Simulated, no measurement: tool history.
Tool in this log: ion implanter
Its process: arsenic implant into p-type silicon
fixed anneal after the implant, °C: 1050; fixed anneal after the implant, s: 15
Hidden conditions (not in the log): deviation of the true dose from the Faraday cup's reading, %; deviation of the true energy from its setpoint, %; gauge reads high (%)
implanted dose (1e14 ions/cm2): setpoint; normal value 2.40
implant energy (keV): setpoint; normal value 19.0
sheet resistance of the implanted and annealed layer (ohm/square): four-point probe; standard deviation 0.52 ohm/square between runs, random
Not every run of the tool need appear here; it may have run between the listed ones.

run	day	implanted dose (1e14 ions/cm2)	implant energy (keV)	wafers since the last listed run	hours since the last dose calibration	hours since the extraction supply was calibrated	hours since the gauge calibration	read-back reference wafer on the same gauge, sheet resistance	sheet resistance of the implanted and annealed layer (ohm/square)
1	0.000	2.75	19.0	0	592.8	4839.8	990.7	288.95	309.72
2	1.508	2.75	19.0	631	629.0	4876.0	1026.9	288.95	308.89
# day 1.575: gauge calibrated
3	3.258	2.75	19.0	732	671.0	4918.0	40.4	288.99	309.27
4	6.129	2.40	19.0	1202	739.9	4986.9	109.3	288.98	343.39
5	7.558	2.40	19.0	598	774.2	5021.2	143.6	289.00	343.92
6	9.012	2.40	19.0	608	809.1	5056.1	178.5	289.02	343.16
7	10.596	1.89	19.0	663	847.1	5094.1	216.5	288.96	409.73
8	12.058	1.89	19.0	612	882.2	5129.2	251.6	288.92	410.07
9	13.267	2.40	19.0	505	911.2	5158.2	280.6	289.01	342.44
10	14.900	2.40	19.0	683	950.4	5197.4	319.8	288.99	342.36
11	16.292	2.40	19.0	582	983.8	5230.8	353.2	289.03	341.96
12	18.333	1.94	19.0	854	1032.8	5279.8	402.2	289.03	401.57
13	20.867	1.94	19.0	1060	1093.6	5340.6	463.0	289.02	401.15
14	22.538	2.40	19.0	699	1133.7	5380.7	503.1	289.02	341.32
# day 24.092: Faraday cup replaced and dose calibrated
15	25.183	2.40	19.0	968	26.2	5444.2	566.6	289.01	345.28
16	27.521	2.40	19.0	978	82.3	5500.3	622.7	288.92	345.14
17	30.162	2.20	24.5	1106	145.7	5563.7	686.1	289.07	356.27
# day 35.075: extraction supply calibrated
18	38.038	2.40	19.0	3157	334.7	71.1	875.1	288.99	344.21
# day 39.342: gauge calibrated
19	40.825	2.02	19.0	1167	401.6	138.0	35.6	288.92	391.04
20	43.650	3.04	25.0	1182	469.4	205.8	103.4	288.95	276.68
21	46.233	2.75	19.0	1081	531.4	267.8	165.4	289.00	308.28
22	49.188	2.40	19.0	1237	602.3	338.7	236.3	289.03	342.21
23	51.062	2.40	19.0	785	647.3	383.7	281.3	289.00	342.70
24	52.992	2.18	16.5	807	693.6	430.0	327.6	288.97	374.44
25	55.800	2.40	19.0	1175	761.0	497.4	395.0	289.00	341.56
26	57.908	2.40	13.5	882	811.6	548.0	445.6	289.05	354.29
27	59.354	2.03	19.0	605	846.3	582.7	480.3	288.99	387.23
28	61.642	2.40	19.0	957	901.2	637.6	535.2	288.92	341.81
29	63.425	2.40	23.5	746	944.0	680.4	578.0	289.00	331.35
30	65.812	2.02	21.5	999	1001.3	737.7	635.3	289.08	382.03
31	68.017	2.63	21.5	922	1054.2	790.6	688.2	288.96	312.15
32	70.504	1.76	25.0	1041	1113.9	850.3	747.9	288.94	413.01
33	72.829	1.90	14.5	973	1169.7	906.1	803.7	289.08	418.31
# day 75.338: Faraday cup replaced and dose calibrated
34	75.358	1.99	14.0	919	0.5	966.8	864.4	288.94	414.51
35	78.021	1.78	22.0	1114	64.4	1030.7	928.3	289.06	427.48
36	79.217	2.72	21.0	500	93.1	1059.4	957.0	288.98	311.30

Below, each run's measurement less what the same run would have read without the hidden state. Both values contain the same run-to-run variation, but the gauge's scatter may not be the same in both:
run	sheet resistance of the implanted and annealed layer (ohm/square)
1	-2.93
2	-3.10
3	-3.32
4	-4.07
5	-4.27
6	-4.46
7	-5.52
8	-5.76
9	-5.03
10	-5.25
11	-5.43
12	-6.64
13	-7.03
14	-6.27
15	-1.33
16	-1.65
17	-2.04
18	-3.08
19	-3.91
20	-3.10
21	-3.78
22	-4.58
23	-4.84
24	-5.60
25	-5.48
26	-6.07
27	-6.71
28	-6.27
29	-6.26
30	-7.53
31	-6.50
32	-8.71
33	-9.58
34	+0.43
35	+0.00
36	-0.16

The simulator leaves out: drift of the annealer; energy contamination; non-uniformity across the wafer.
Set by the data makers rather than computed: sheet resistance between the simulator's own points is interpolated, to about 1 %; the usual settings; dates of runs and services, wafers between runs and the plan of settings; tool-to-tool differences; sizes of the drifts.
